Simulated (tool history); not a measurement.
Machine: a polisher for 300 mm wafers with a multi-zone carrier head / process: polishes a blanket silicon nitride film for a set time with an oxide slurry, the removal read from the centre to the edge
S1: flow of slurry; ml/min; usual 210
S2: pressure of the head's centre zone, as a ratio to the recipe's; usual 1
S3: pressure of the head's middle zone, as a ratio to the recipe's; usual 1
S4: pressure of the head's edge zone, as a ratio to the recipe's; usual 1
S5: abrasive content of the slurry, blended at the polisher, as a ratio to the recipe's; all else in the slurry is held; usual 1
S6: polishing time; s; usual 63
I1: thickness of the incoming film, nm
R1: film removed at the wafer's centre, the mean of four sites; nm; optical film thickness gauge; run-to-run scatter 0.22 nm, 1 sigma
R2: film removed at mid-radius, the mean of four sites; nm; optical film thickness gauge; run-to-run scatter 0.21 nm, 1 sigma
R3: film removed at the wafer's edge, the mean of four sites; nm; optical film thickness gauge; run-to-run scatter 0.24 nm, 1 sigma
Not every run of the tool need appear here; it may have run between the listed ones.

Run 1, day 0: usual settings; I1 253.3. Result: R1 23.7 nm, R2 20.9 nm, R3 21 nm.
Run 2, day 0.875: usual settings; I1 253.9. Result: R1 23.2 nm, R2 21 nm, R3 21.1 nm.
Run 3, day 1.812: usual settings; I1 252.3. Result: R1 23.4 nm, R2 21.4 nm, R3 21.2 nm.
At day 2.55: worn pad replaced by a new one.
Run 4, day 2.996: usual settings; I1 251.1. Result: R1 23.7 nm, R2 20.9 nm, R3 21.4 nm.
Run 5, day 3.85: usual settings but S4 0.95; I1 248.1. Result: R1 23.1 nm, R2 21 nm, R3 20.1 nm.
Run 6, day 4.929: usual settings but S4 0.95; I1 248. Result: R1 23.6 nm, R2 20.5 nm, R3 20.7 nm.
Run 7, day 5.746: usual settings but S4 0.95; I1 249.3. Result: R1 24.1 nm, R2 21 nm, R3 20.7 nm.
Run 8, day 7.183: usual settings; I1 255.3. Result: R1 23.7 nm, R2 20.8 nm, R3 21.1 nm.
At day 7.825: worn pad replaced by a new one.
Run 9, day 8.592: usual settings; I1 245.9. Result: R1 23.6 nm, R2 21 nm, R3 21.3 nm.
Run 10, day 9.975: usual settings; I1 248.8. Result: R1 23.6 nm, R2 20.8 nm, R3 21.3 nm.
At day 10.862: centre zone pressure recalibrated.
Run 11, day 11.138: usual settings but S2 1.08; I1 252. Result: R1 22.8 nm, R2 21 nm, R3 21.2 nm.
Run 12, day 12.317: usual settings but S1 180 ml/min, S2 1.07, S5 0.9, S6 56 s; I1 248.6. Result: R1 17.8 nm, R2 16.5 nm, R3 17.2 nm.
Run 13, day 13.096: usual settings; I1 249.7. Result: R1 21.1 nm, R2 21 nm, R3 20.8 nm.
At day 13.288: worn pad replaced by a new one.
Run 14, day 13.746: usual settings but S2 0.93, S4 0.92; I1 250.7. Result: R1 19.9 nm, R2 21 nm, R3 20.3 nm.
At day 13.842: edge zone pressure recalibrated.
Run 15, day 14.875: usual settings but S6 84 s; I1 247.3. Result: R1 28.9 nm, R2 27.7 nm, R3 27.9 nm.
At day 15.058: slurry nozzle cleaned.
At day 15.304: carrier head's membrane replaced by a new one.
Run 16, day 16.071: usual settings but S5 0.7, S6 79 s; I1 247.7. Result: R1 18.7 nm, R2 17.7 nm, R3 18.2 nm.
Run 17, day 16.617: usual settings; I1 248.9. Result: R1 21.5 nm, R2 21.1 nm, R3 21.2 nm.
Run 18, day 17.667: usual settings but S6 43 s; I1 250.1. Result: R1 14.6 nm, R2 14.5 nm, R3 14.6 nm.
At day 18.858: worn pad replaced by a new one.
Run 19, day 19.092: usual settings but S3 1.08, S4 1.05, S5 1.1; I1 252.2. Result: R1 23.4 nm, R2 23.7 nm, R3 23.7 nm.
Run 20, day 20.067: usual settings but S2 1.11, S5 1.3; I1 246.1. Result: R1 28.4 nm, R2 24.7 nm, R3 25.2 nm.
Run 21, day 21.458: usual settings but S6 42 s; I1 248.7. Result: R1 14.5 nm, R2 14.2 nm, R3 14 nm.
At day 24.3: worn pad replaced by a new one.
Run 22, day 25.142: usual settings; I1 249.2. Result: R1 21.8 nm, R2 21.1 nm, R3 21.3 nm.

Consider 3 possible next runs. They are alternatives, not a sequence: every one starts from the tool as it was left by run 22. What does each give?
Run A, day 25.158: usual settings but S4 0.93; I1 253.6. Result: R1 ?, R2 ?, R3 ?.
Run B, day 25.158: usual settings but S6 83 s; I1 253.6. Result: R1 ?, R2 ?, R3 ?.
Run C, day 25.158: usual settings but S2 0.97, S3 0.91, S5 1.1; I1 253.6. Result: R1 ?, R2 ?, R3 ?.

run    R1    R2    R3
  A    22  21.2  20.3
  B    29    28  27.6
  C  22.8    21  22.5
Had the tool no hidden state, the same runs would have come out as:
run    R1    R2    R3
  A  21.2  21.2  20.3
  B  27.9    28  27.6
  C    22    21  22.5

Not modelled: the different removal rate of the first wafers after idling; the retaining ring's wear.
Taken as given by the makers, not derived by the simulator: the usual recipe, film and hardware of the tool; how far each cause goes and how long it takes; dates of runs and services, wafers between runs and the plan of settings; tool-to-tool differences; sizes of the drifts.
